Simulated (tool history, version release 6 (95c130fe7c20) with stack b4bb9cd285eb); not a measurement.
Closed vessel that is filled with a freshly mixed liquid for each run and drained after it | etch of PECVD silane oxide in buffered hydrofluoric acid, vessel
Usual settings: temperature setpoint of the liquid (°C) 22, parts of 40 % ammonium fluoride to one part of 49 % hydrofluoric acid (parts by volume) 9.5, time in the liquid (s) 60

| run | hour | temperature setpoint of the liquid (°C) | parts of 40 % ammonium fluoride to one part of 49 % hydrofluoric acid (parts by volume) | time in the liquid (s) | read-back film thickness of the PECVD silane oxide reference wafer, read on the same gauge (nm) | thickness taken off the PECVD silane oxide on a monitor wafer (nm) |
|---|---|---|---|---|---|---|
| 1 | 0 | 22 | 9.5 | 60 | 99.95 | 152.84 |
| 2 | 53.3 | 22 | 9.5 | 60 | 100.02 | 149.47 |
| 3 | 93.4 | 22 | 9.5 | 60 | 99.97 | 153.53 |
| 4 | 169.4 | 24 | 9.5 | 60 | 100.01 | 170.76 |
| 5 | 239 | 24 | 9.5 | 60 | 100 | 171.13 |
| 6 | 314.1 | 22 | 9.5 | 60 | 100.01 | 152.96 |
| 7 | 355.2 | 22 | 9.5 | 60 | 100.02 | 151.62 |
| 8 | 405.8 | 22 | 9.5 | 60 | 99.97 | 153.95 |
| 9 | 508 | 22 | 9.5 | 60 | 99.99 | 155.93 |
| 10 | 590.2 | 22 | 9.5 | 60 | 100 | 156.22 |
|  | 611.4 | thermometer replaced |
| 11 | 633.1 | 22 | 12 | 75 | 100.03 | 138.81 |
| 12 | 702.5 | 22 | 12 | 75 | 100.03 | 140.37 |
| 13 | 791.7 | 22 | 9.5 | 60 | 99.98 | 139.74 |
| 14 | 859.3 | 22 | 9.5 | 60 | 99.97 | 138.95 |
| 15 | 951.6 | 18 | 9.5 | 60 | 99.94 | 112.23 |
|  | 1040.8 | hydrofluoric acid flow meter replaced |
| 16 | 1114 | 20 | 8 | 60 | 99.99 | 147.05 |
| 17 | 1195.2 | 24 | 9.5 | 60 | 100.05 | 158.34 |
|  | 1196.6 | gauge calibrated |
| 18 | 1237.8 | 24 | 7 | 60 | 99.97 | 212.28 |
| 19 | 1296.2 | 22 | 9.5 | 60 | 100.07 | 141.38 |
| 20 | 1385.8 | 24.5 | 6 | 40 | 99.96 | 168.2 |
| 21 | 1474.7 | 25.5 | 9.5 | 60 | 99.98 | 169.17 |
| 22 | 1557.9 | 26.5 | 9.5 | 80 | 100.03 | 245.45 |
| 23 | 1597 | 25 | 6 | 35 | 100.05 | 152.79 |
| 24 | 1668.3 | 25 | 11 | 95 | 99.98 | 236.87 |
| 25 | 1748.1 | 24.5 | 9.5 | 35 | 99.96 | 96.37 |
| 26 | 1845.8 | 22 | 10.5 | 60 | 99.94 | 133.4 |
| 27 | 1897.6 | 22 | 9.5 | 30 | 100.02 | 73.11 |
| 28 | 1967.8 | 22 | 9.5 | 35 | 100.07 | 85.52 |

3 ways to go on from here, each from the tool as it stands after run 28. What would each give?
| A | 1968.5 | 22 | 8.5 | 60 | ? | ? |
| B | 1968.5 | 23.5 | 9.5 | 45 | ? | ? |
| C | 1968.5 | 23.5 | 9.5 | 40 | ? | ? |

| run | read-back film thickness of the PECVD silane oxide reference wafer, read on the same gauge (nm) | thickness taken off the PECVD silane oxide on a monitor wafer (nm) |
|---|---|---|
| A | 100.02 | 159.75 |
| B | 100.02 | 118.13 |
| C | 100.02 | 105 |
Without the tool's hidden state the same runs would have given:
| run | thickness taken off the PECVD silane oxide on a monitor wafer (nm) |
|---|---|
| A | 150.54 |
| B | 111.37 |
| C | 99 |
